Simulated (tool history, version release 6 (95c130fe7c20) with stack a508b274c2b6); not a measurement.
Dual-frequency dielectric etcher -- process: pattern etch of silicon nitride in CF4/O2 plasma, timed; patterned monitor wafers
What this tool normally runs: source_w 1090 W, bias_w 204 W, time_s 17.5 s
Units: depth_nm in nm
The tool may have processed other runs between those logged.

| run | hour | source_w | bias_w | time_s | read-back reference wafer on the same gauge, depth_nm | depth_nm |
|---|---|---|---|---|---|---|
| 1 | 0.0 | 1090 | 190 | 17.5 | 73.5 | 69.9 |
| 2 | 35.4 | 1090 | 234 | 17.5 | 73.6 | 74.9 |
|  | 78.9 | upper electrode replaced |
| 3 | 79.4 | 950 | 204 | 17.5 | 73.6 | 65.4 |
| 4 | 106.8 | 1090 | 204 | 17.5 | 73.6 | 71.4 |
| 5 | 129.7 | 1090 | 204 | 17.5 | 73.7 | 71.1 |
| 6 | 164.9 | 1090 | 204 | 17.5 | 73.6 | 70.9 |
| 7 | 188.1 | 1090 | 204 | 17.5 | 73.7 | 70.8 |
| 8 | 212.9 | 1090 | 204 | 17.5 | 73.6 | 70.4 |
|  | 228.6 | source power generator calibrated |
| 9 | 229.1 | 1090 | 218 | 21.5 | 73.6 | 88.8 |
| 10 | 302.5 | 1090 | 204 | 17.5 | 73.6 | 70.4 |
| 11 | 322.1 | 1230 | 204 | 13.5 | 73.6 | 58.6 |
|  | 372.5 | wet clean of the chamber |
| 12 | 373.0 | 1090 | 204 | 17.5 | 73.6 | 71.7 |
| 13 | 373.3 | 1300 | 219 | 15.0 | 73.6 | 70.6 |
|  | 390.8 | bias power generator calibrated |
| 14 | 391.6 | 1090 | 204 | 21.0 | 73.7 | 86.1 |
| 15 | 420.9 | 930 | 252 | 13.5 | 73.5 | 53.7 |
|  | 434.8 | gauge calibrated |
| 16 | 438.2 | 1090 | 225 | 17.5 | 73.6 | 74.0 |
| 17 | 472.0 | 1090 | 204 | 15.0 | 73.7 | 61.1 |
| 18 | 489.6 | 1090 | 204 | 17.5 | 73.6 | 71.3 |
| 19 | 515.0 | 1090 | 204 | 17.5 | 73.7 | 70.7 |
| 20 | 550.5 | 970 | 167 | 17.5 | 73.6 | 61.6 |
| 21 | 584.7 | 1090 | 204 | 17.5 | 73.7 | 70.9 |

What does the tool deliver on the next run?
| 22 | 611.5 | 1320 | 204 | 17.5 | ? | ? |

{"run 22": {"read-back reference wafer on the same gauge, depth_nm": 73.7, "depth_nm": 81.2}}
The same run, on a tool lacking any hidden state, would have yielded depth_nm 82.4 nm.
